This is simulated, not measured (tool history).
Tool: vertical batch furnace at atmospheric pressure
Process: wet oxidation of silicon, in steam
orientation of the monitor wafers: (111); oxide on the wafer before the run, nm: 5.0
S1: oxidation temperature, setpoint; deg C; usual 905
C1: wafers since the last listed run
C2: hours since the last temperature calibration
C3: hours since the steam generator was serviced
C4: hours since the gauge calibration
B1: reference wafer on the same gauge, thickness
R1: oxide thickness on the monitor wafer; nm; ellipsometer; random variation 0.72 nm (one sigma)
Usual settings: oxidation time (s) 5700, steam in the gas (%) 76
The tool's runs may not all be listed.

{"run": 1, "hour": 0.0, "S1": 905, "oxidation time (s)": 5700, "steam in the gas (%)": 76, "C1": 0, "C2": 1308.9, "C3": 1578.8, "C4": 682.7, "B1": 250.1, "R1": 271.02}
{"run": 2, "hour": 70.0, "S1": 905, "oxidation time (s)": 5700, "steam in the gas (%)": 76, "C1": 617, "C2": 1378.9, "C3": 1648.8, "C4": 752.7, "B1": 249.81, "R1": 270.83}
{"run": 3, "hour": 112.0, "S1": 887, "oxidation time (s)": 5700, "steam in the gas (%)": 85, "C1": 370, "C2": 1420.9, "C3": 1690.8, "C4": 794.7, "B1": 249.97, "R1": 242.12}
{"run": 4, "hour": 212.1, "S1": 887, "oxidation time (s)": 5700, "steam in the gas (%)": 85, "C1": 882, "C2": 1521, "C3": 1790.9, "C4": 894.8, "B1": 250.17, "R1": 244.15}
{"run": 5, "hour": 252.7, "S1": 887, "oxidation time (s)": 5700, "steam in the gas (%)": 85, "C1": 358, "C2": 1561.6, "C3": 1831.5, "C4": 935.4, "B1": 249.97, "R1": 244.82}
{"run": 6, "hour": 307.1, "S1": 905, "oxidation time (s)": 5700, "steam in the gas (%)": 76, "C1": 479, "C2": 1616, "C3": 1885.9, "C4": 989.8, "B1": 249.83, "R1": 271.89}
{"run": 7, "hour": 353.2, "S1": 905, "oxidation time (s)": 5700, "steam in the gas (%)": 76, "C1": 406, "C2": 1662.1, "C3": 1932, "C4": 1035.9, "B1": 250, "R1": 273.36}
{"run": 8, "hour": 399.6, "S1": 886, "oxidation time (s)": 5700, "steam in the gas (%)": 76, "C1": 409, "C2": 1708.5, "C3": 1978.4, "C4": 1082.3, "B1": 250.04, "R1": 223.83}
{"run": 9, "hour": 440.8, "S1": 905, "oxidation time (s)": 5700, "steam in the gas (%)": 71, "C1": 363, "C2": 1749.7, "C3": 2019.6, "C4": 1123.5, "B1": 249.93, "R1": 260.05}
{"hour": 522.4, "done": "thermocouples replaced and temperature profile calibrated"}
{"run": 10, "hour": 522.9, "S1": 905, "oxidation time (s)": 5700, "steam in the gas (%)": 71, "C1": 512, "C2": 0.5, "C3": 2101.7, "C4": 1205.6, "B1": 249.91, "R1": 251.56}
{"run": 11, "hour": 560.1, "S1": 905, "oxidation time (s)": 5700, "steam in the gas (%)": 76, "C1": 328, "C2": 37.7, "C3": 2138.9, "C4": 1242.8, "B1": 249.91, "R1": 267.11}
{"hour": 580.1, "done": "gauge calibrated"}
{"run": 12, "hour": 625.6, "S1": 905, "oxidation time (s)": 5700, "steam in the gas (%)": 76, "C1": 577, "C2": 103.2, "C3": 2204.4, "C4": 45.5, "B1": 249.89, "R1": 265.01}
{"run": 13, "hour": 653.6, "S1": 882, "oxidation time (s)": 5700, "steam in the gas (%)": 71, "C1": 246, "C2": 131.2, "C3": 2232.4, "C4": 73.5, "B1": 249.98, "R1": 192.41}
{"run": 14, "hour": 683.7, "S1": 905, "oxidation time (s)": 5700, "steam in the gas (%)": 76, "C1": 265, "C2": 161.3, "C3": 2262.5, "C4": 103.6, "B1": 250.12, "R1": 264.72}

Run 15 comes next. What will it give?
{"run": 15, "hour": 745.8, "S1": 905, "oxidation time (s)": 8310, "steam in the gas (%)": 76, "C1": 547, "C2": 223.4, "C3": 2324.6, "C4": 165.7, "B1": "?", "R1": "?"}

Run 15 gave B1 249.91, R1 353.61 nm.
Without the tool's hidden state the same run would have given R1 362.47 nm.

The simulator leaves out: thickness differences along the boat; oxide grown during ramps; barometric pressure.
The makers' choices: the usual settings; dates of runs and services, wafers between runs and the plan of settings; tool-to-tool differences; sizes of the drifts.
